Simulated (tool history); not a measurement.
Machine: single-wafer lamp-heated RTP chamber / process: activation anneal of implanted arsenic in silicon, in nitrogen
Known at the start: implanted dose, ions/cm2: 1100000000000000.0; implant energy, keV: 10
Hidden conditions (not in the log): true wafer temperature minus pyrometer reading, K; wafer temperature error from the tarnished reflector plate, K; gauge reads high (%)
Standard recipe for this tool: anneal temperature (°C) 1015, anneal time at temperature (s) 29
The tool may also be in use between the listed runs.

run	day	anneal temperature (°C)	anneal time at temperature (s)	wafers since the last listed run	wafers since the last pyrometer calibration	wafers since the reflector plate was cleaned	hours since the gauge calibration	read-back reference wafer on the same gauge, sheet resistance	sheet resistance of the implanted and annealed layer (ohm/square)
1	0	1015	22	0	951	1069	573.5	147.01	134.95
2	0.721	1015	29	138	1089	1207	590.8	146.92	128.02
3	1.542	1015	29	157	1246	1364	610.5	146.88	128.81
4	3.029	1015	29	284	1531	1649	646.2	147.1	128.12
5	3.646	1015	29	118	1649	1767	661	147.14	128.5
6	5.067	1015	29	272	1921	2039	695.1	146.89	128.81
7	6.321	1015	29	240	2162	2280	725.2	146.81	127.48
8	7.771	1015	29	277	2439	2558	760	147.21	128
9	8.533	1015	29	146	2586	2704	778.3	146.91	127.39
10	9.321	1030	21	150	2736	2855	797.2	146.99	126.98
11	10.079	1015	29	145	2882	3000	815.4	147.33	128.06
# day 12.412: gauge calibrated
12	13.442	1015	29	644	3526	3644	24.7	147.07	126.24
# day 14.075: reflector plate cleaned
13	14.096	1015	29	61	3587	4	40.4	147.16	127.27
14	15.296	1015	29	229	3817	234	69.2	147.3	127.26
15	16.121	1015	29	158	3975	392	89	147.16	126.99
16	16.629	1015	29	97	4073	489	101.2	147.11	126.59
17	17.246	1015	29	118	4191	607	116	147.37	126.49
18	17.925	1015	29	130	4321	737	132.3	147.15	126.96
19	19.25	1007	21	253	4575	991	164.1	147.02	140.16
20	19.958	1015	38	135	4710	1127	181.1	147.25	120.62
21	20.746	988	19	150	4861	1278	200	146.93	156.7
22	21.312	1036	41	108	4970	1386	213.6	146.99	110.88
23	21.829	1026	29	98	5069	1485	226	147.02	121.61
24	22.779	987	24	182	5251	1667	248.8	147.14	151.1
25	23.512	1015	29	140	5391	1808	266.4	147.18	126.18
26	24.496	1015	29	188	5580	1996	290	146.63	126.31
27	25.133	1015	29	122	5702	2118	305.3	147.21	127.06
28	26.15	999	29	194	5897	2313	329.7	147.07	136.53
# day 29.071: pyrometer window cleaned and pyrometer calibrated
29	29.958	990	45	665	170	2979	421.1	146.96	136.54
30	30.983	992	41	196	366	3175	445.7	147.15	136.75
31	32.367	992	24	265	631	3440	478.9	147.1	152.05
32	33.042	1015	29	129	760	3570	495.1	146.97	129.73
33	33.842	994	29	153	914	3723	514.3	146.73	143.72
34	34.921	998	13	206	1120	3930	540.2	146.76	161.23
35	35.55	1015	12	120	1241	4050	555.3	147.22	151.79
# day 36.208: reflector plate cleaned
36	36.625	1015	24	142	1383	79	581.1	147.2	133.02
37	37.571	1024	16	181	1564	260	603.8	146.76	137.43
38	39.029	1002	29	279	1844	540	638.8	147.19	137.64

Consider 3 possible next runs. They are alternatives, not a sequence: every one starts from the tool as it was left by run 38. What does each give?
A	39.046	1015	45	3	1847	543	639.2	?	?
B	39.046	986	35	3	1847	543	639.2	?	?
C	39.046	1002	37	3	1847	543	639.2	?	?

run	read-back reference wafer on the same gauge, sheet resistance	sheet resistance of the implanted and annealed layer (ohm/square)
A	146.9	119.83
B	146.9	145.98
C	146.9	132.05
Without the tool's hidden state the same runs would have given:
run	sheet resistance of the implanted and annealed layer (ohm/square)
A	120.96
B	147.79
C	133.64
